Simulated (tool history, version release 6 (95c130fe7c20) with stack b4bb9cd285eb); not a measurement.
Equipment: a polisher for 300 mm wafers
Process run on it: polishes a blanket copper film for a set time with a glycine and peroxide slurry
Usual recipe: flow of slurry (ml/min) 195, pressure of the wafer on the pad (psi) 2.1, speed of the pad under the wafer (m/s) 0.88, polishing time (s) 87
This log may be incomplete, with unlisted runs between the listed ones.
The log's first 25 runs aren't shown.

| run | hour | flow of slurry (ml/min) | pressure of the wafer on the pad (psi) | speed of the pad under the wafer (m/s) | polishing time (s) | wafers since the last listed run | wafers polished on this pad | hours since the slurry nozzle was cleaned | hours since the head pressure was calibrated | incoming thickness of the incoming film, nm | film removed (Å) |
|---|---|---|---|---|---|---|---|---|---|---|---|
| 26 | 2074.5 | 170 | 1.6 | 1.10 | 99 | 870 | 944 | 318.0 | 563.7 | 1216.2 | 3279 |
| 27 | 2171.8 | 195 | 2.5 | 0.88 | 116 | 859 | 1803 | 415.3 | 661.0 | 1208.4 | 4796 |
|  | 2462.2 | slurry nozzle cleaned |
| 28 | 2490.2 | 135 | 1.4 | 0.64 | 61 | 2803 | 4607 | 28.0 | 979.4 | 1199.5 | 1449 |
| 29 | 2539.5 | 195 | 2.1 | 0.88 | 87 | 435 | 5042 | 77.3 | 1028.7 | 1219.2 | 3134 |
|  | 2582.8 | head pressure recalibrated |
| 30 | 2644.2 | 195 | 2.1 | 0.88 | 87 | 907 | 5950 | 182.0 | 61.4 | 1231.2 | 3324 |
| 31 | 2682.8 | 140 | 2.4 | 1.02 | 87 | 340 | 6291 | 220.6 | 100.0 | 1220.3 | 3807 |
|  | 2729.7 | worn pad replaced by a new one |
| 32 | 2756.7 | 195 | 2.1 | 1.00 | 87 | 617 | 238 | 294.5 | 173.9 | 1200.9 | 3419 |
| 33 | 2832.0 | 225 | 1.5 | 0.88 | 87 | 665 | 903 | 369.8 | 249.2 | 1206.7 | 2600 |
| 34 | 2906.9 | 255 | 2.1 | 0.64 | 87 | 661 | 1564 | 444.7 | 324.1 | 1234.7 | 2872 |
| 35 | 3014.2 | 195 | 2.1 | 0.88 | 87 | 947 | 2512 | 552.0 | 431.4 | 1204.3 | 3167 |
| 36 | 3114.8 | 195 | 2.1 | 0.88 | 87 | 888 | 3401 | 652.6 | 532.0 | 1205.9 | 3166 |

4 ways to go on from here, each from the tool as it stands after run 36. What would each give?
| A | 3115.2 | 195 | 2.1 | 0.88 | 87 | 3 | 3404 | 653.0 | 532.4 | 1201.7 | ? |
| B | 3115.2 | 195 | 2.8 | 0.88 | 74 | 3 | 3404 | 653.0 | 532.4 | 1201.7 | ? |
| C | 3115.2 | 140 | 2.4 | 0.72 | 87 | 3 | 3404 | 653.0 | 532.4 | 1201.7 | ? |
| D | 3115.2 | 130 | 2.1 | 0.98 | 87 | 3 | 3404 | 653.0 | 532.4 | 1201.7 | ? |

| run | film removed (Å) |
|---|---|
| A | 3230 |
| B | 3419 |
| C | 3172 |
| D | 3289 |
Had the tool no hidden state, the same runs would have come out as:
| run | film removed (Å) |
|---|---|
| A | 3363 |
| B | 3569 |
| C | 3303 |
| D | 3427 |
